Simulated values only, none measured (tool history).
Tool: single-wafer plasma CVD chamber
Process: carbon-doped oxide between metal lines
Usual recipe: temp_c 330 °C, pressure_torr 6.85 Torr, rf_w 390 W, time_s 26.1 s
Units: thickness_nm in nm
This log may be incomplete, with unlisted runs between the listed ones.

run,hour,temp_c,pressure_torr,rf_w,time_s,wafers since the last listed run,hours since the last thermocouple change,hours since the last RF generator calibration,hours since the last manometer calibration,hours since the showerhead was replaced,hours since the gauge calibration,"read-back reference wafer on the same gauge, thickness_nm",thickness_nm
1,0.0,330,6.85,410,26.1,0,854.4,2253.8,2097.3,7741.8,171.2,120.060,112.804
2,31.7,330,6.85,410,26.1,657,886.1,2285.5,2129.0,7773.5,202.9,119.964,111.845
3,64.8,330,6.85,410,26.1,686,919.2,2318.6,2162.1,7806.6,236.0,120.131,112.955
4,127.2,322,6.85,390,28.9,1293,981.6,2381.0,2224.5,7869.0,298.4,119.975,124.582
5,165.6,330,6.17,390,26.1,796,1020.0,2419.4,2262.9,7907.4,336.8,120.063,107.550
6,217.7,330,6.17,390,26.1,1080,1072.1,2471.5,2315.0,7959.5,388.9,120.112,107.511
# hour 228.5: thermocouple changed; heater temperature recalibrated
# hour 230.1: RF generator calibrated
# hour 239.0: capacitance manometer re-zeroed and calibrated
7,253.0,330,6.85,390,26.1,366,24.5,22.9,14.0,7994.8,424.2,120.093,103.968
# hour 266.1: showerhead replaced
8,299.7,330,6.26,390,26.1,802,71.2,69.6,60.7,33.6,470.9,120.036,103.520
9,335.1,337,5.72,390,30.1,733,106.6,105.0,96.1,69.0,506.3,119.928,115.298
10,402.5,330,6.85,390,23.7,1397,174.0,172.4,163.5,136.4,573.7,119.974,94.574
# hour 412.0: RF generator calibrated, repeated, since the last time left the tool worse
# hour 421.5: gauge calibrated
11,455.9,330,6.85,360,26.1,941,227.4,43.9,216.9,189.8,34.4,120.005,105.297
12,507.4,330,6.85,360,26.1,1067,278.9,95.4,268.4,241.3,85.9,119.981,105.452
13,553.1,321,6.85,315,26.1,947,324.6,141.1,314.1,287.0,131.6,120.019,100.142
14,626.2,344,7.56,350,28.0,1515,397.7,214.2,387.2,360.1,204.7,120.145,107.798
15,689.2,330,6.85,390,26.1,1306,460.7,277.2,450.2,423.1,267.7,120.076,111.689
16,756.8,330,6.85,390,26.1,1401,528.3,344.8,517.8,490.7,335.3,120.006,111.513

Consider 3 possible next runs. They are alternatives, not a sequence: every one starts from the tool as it was left by run 16. What does each give?
A,757.2,322,6.85,390,26.1,8,528.7,345.2,518.2,491.1,335.7,?,?
B,757.2,330,6.22,390,24.7,8,528.7,345.2,518.2,491.1,335.7,?,?
C,757.2,330,6.85,390,23.9,8,528.7,345.2,518.2,491.1,335.7,?,?

run,"read-back reference wafer on the same gauge, thickness_nm",thickness_nm
A,119.951,114.941
B,119.951,104.780
C,119.951,102.566
Stripped of hidden state, with their random variation kept, the same runs would have yielded:
run,thickness_nm
A,115.677
B,105.451
C,103.223

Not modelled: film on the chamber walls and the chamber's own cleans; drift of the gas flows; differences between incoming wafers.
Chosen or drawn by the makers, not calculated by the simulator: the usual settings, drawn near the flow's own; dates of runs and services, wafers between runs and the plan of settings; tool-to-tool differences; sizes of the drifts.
